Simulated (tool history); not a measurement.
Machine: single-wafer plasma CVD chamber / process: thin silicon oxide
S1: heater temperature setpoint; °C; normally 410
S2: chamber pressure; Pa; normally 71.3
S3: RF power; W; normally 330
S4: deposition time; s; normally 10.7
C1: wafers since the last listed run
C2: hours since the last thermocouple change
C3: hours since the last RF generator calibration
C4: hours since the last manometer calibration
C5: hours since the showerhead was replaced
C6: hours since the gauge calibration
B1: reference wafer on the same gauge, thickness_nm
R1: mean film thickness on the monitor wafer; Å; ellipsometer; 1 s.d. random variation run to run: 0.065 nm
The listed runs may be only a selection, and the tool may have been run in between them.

Run 1, hour 0: usual settings; C1 0; C2 1152.9; C3 1001.3; C4 2388.1; C5 2766.5; C6 466.1; B1 12. Result: R1 123.7 Å.
Run 2, hour 29.7: usual settings; C1 1275; C2 1182.6; C3 1031; C4 2417.8; C5 2796.2; C6 495.8; B1 11.999. Result: R1 124.14 Å.
At hour 39.8: capacitance manometer re-zeroed and calibrated.
Run 3, hour 55: usual settings; C1 743; C2 1207.9; C3 1056.3; C4 15.2; C5 2821.5; C6 521.1; B1 11.979. Result: R1 134.12 Å.
Run 4, hour 85: usual settings but S2 79.6 Pa; C1 1288; C2 1237.9; C3 1086.3; C4 45.2; C5 2851.5; C6 551.1; B1 12. Result: R1 149.9 Å.
At hour 94: gauge calibrated.
Run 5, hour 106.1: usual settings; C1 906; C2 1259; C3 1107.4; C4 66.3; C5 2872.6; C6 12.1; B1 11.995. Result: R1 135.46 Å.
Run 6, hour 128.5: usual settings; C1 962; C2 1281.4; C3 1129.8; C4 88.7; C5 2895; C6 34.5; B1 12.005. Result: R1 135.81 Å.
Run 7, hour 153.3: usual settings; C1 1065; C2 1306.2; C3 1154.6; C4 113.5; C5 2919.8; C6 59.3; B1 12.003. Result: R1 134.27 Å.
Run 8, hour 166: usual settings; C1 545; C2 1318.9; C3 1167.3; C4 126.2; C5 2932.5; C6 72; B1 11.993. Result: R1 134.25 Å.
Run 9, hour 188.2: usual settings but S1 405 °C, S2 59.2 Pa; C1 953; C2 1341.1; C3 1189.5; C4 148.4; C5 2954.7; C6 94.2; B1 12.001. Result: R1 113.45 Å.
Run 10, hour 209.2: usual settings; C1 902; C2 1362.1; C3 1210.5; C4 169.4; C5 2975.7; C6 115.2; B1 11.989. Result: R1 135.92 Å.
At hour 218.9: RF generator calibrated.
Run 11, hour 230.7: usual settings but S1 420 °C, S4 11.4 s; C1 579; C2 1383.6; C3 11.8; C4 190.9; C5 2997.2; C6 136.7; B1 11.986. Result: R1 143.23 Å.
Run 12, hour 265.7: usual settings; C1 1503; C2 1418.6; C3 46.8; C4 225.9; C5 3032.2; C6 171.7; B1 12.008. Result: R1 134.3 Å.
Run 13, hour 296.5: usual settings but S1 416 °C, S3 300 W; C1 1323; C2 1449.4; C3 77.6; C4 256.7; C5 3063; C6 202.5; B1 11.993. Result: R1 129.64 Å.
Run 14, hour 317.3: usual settings but S1 404 °C, S3 290 W; C1 893; C2 1470.2; C3 98.4; C4 277.5; C5 3083.8; C6 223.3; B1 11.996. Result: R1 130.65 Å.
Run 15, hour 336.3: usual settings but S1 425 °C, S4 9.8 s; C1 816; C2 1489.2; C3 117.4; C4 296.5; C5 3102.8; C6 242.3; B1 11.986. Result: R1 121.38 Å.
Run 16, hour 352.7: usual settings but S1 403 °C, S2 86.5 Pa, S3 385 W; C1 704; C2 1505.6; C3 133.8; C4 312.9; C5 3119.2; C6 258.7; B1 12.016. Result: R1 168.31 Å.
Run 17, hour 368.3: usual settings; C1 670; C2 1521.2; C3 149.4; C4 328.5; C5 3134.8; C6 274.3; B1 12. Result: R1 135.13 Å.
At hour 383.9: showerhead replaced.
Run 18, hour 384.4: usual settings; C1 347; C2 1537.3; C3 165.5; C4 344.6; C5 0.5; C6 290.4; B1 12. Result: R1 134.45 Å.
Run 19, hour 397: usual settings but S1 419 °C, S2 58.1 Pa; C1 541; C2 1549.9; C3 178.1; C4 357.2; C5 13.1; C6 303; B1 12.006. Result: R1 109.82 Å.
Run 20, hour 422.7: usual settings but S1 399 °C, S2 86.7 Pa, S3 295 W, S4 10 s; C1 1104; C2 1575.6; C3 203.8; C4 382.9; C5 38.8; C6 328.7; B1 12. Result: R1 145.62 Å.
At hour 433.8: thermocouple changed; heater temperature recalibrated.
Run 21, hour 445: usual settings but S1 402 °C, S2 80.4 Pa, S3 375 W, S4 12.8 s; C1 614; C2 11.2; C3 226.1; C4 405.2; C5 61.1; C6 351; B1 12.006. Result: R1 188.74 Å.
Run 22, hour 463.2: usual settings but S1 406 °C, S2 82.3 Pa; C1 781; C2 29.4; C3 244.3; C4 423.4; C5 79.3; C6 369.2; B1 11.998. Result: R1 153.13 Å.
Run 23, hour 539: usual settings but S4 9.8 s; C1 3256; C2 105.2; C3 320.1; C4 499.2; C5 155.1; C6 445; B1 11.999. Result: R1 122.71 Å.
Run 24, hour 557.6: usual settings but S4 8.9 s; C1 799; C2 123.8; C3 338.7; C4 517.8; C5 173.7; C6 463.6; B1 11.987. Result: R1 111.54 Å.
Run 25, hour 593.5: usual settings but S2 64.8 Pa, S3 305 W; C1 1542; C2 159.7; C3 374.6; C4 553.7; C5 209.6; C6 499.5; B1 12.001. Result: R1 119.78 Å.
Run 26, hour 612.9: usual settings; C1 833; C2 179.1; C3 394; C4 573.1; C5 229; C6 518.9; B1 11.996. Result: R1 133.83 Å.
At hour 626.9: gauge calibrated.
Run 27, hour 637.9: usual settings; C1 1074; C2 204.1; C3 419; C4 598.1; C5 254; C6 11; B1 12.007. Result: R1 134.65 Å.
Run 28, hour 680.3: usual settings but S1 422 °C, S3 350 W; C1 1821; C2 246.5; C3 461.4; C4 640.5; C5 296.4; C6 53.4; B1 11.993. Result: R1 135.12 Å.

For some of the steps in R1 from one run to the next: how much would appear even if the tool had no hidden state, given the settings, what came in and random variation, and how much remains for the hidden state plus any gauge scatter that the measured result and the result without hidden state don't share?
The tool's hidden condition here consists of: wafer temperature above the value expected at the setpoint (K); delivered RF power above the setpoint (%); true pressure above the setpoint (%); gauge reads high (%).
Run 1 -> 2: nothing adjusted, nothing logged. R1 +0.44 Å: hidden state -0.33, all else +0.77.
Run 2 -> 3: capacitance manometer re-zeroed and calibrated. R1 +9.98 Å: hidden state +11.12, all else -1.14.
Run 15 -> 16: S1 425 -> 403, S2 71.3 -> 86.5, S3 330 -> 385, S4 9.8 -> 10.7. R1 +46.93 Å: hidden state -0.24, all else +47.17.
Run 20 -> 21: S1 399 -> 402, S2 86.7 -> 80.4, S3 295 -> 375, S4 10 -> 12.8, thermocouple changed; heater temperature recalibrated. R1 +43.12 Å: hidden state -0.31, all else +43.43.
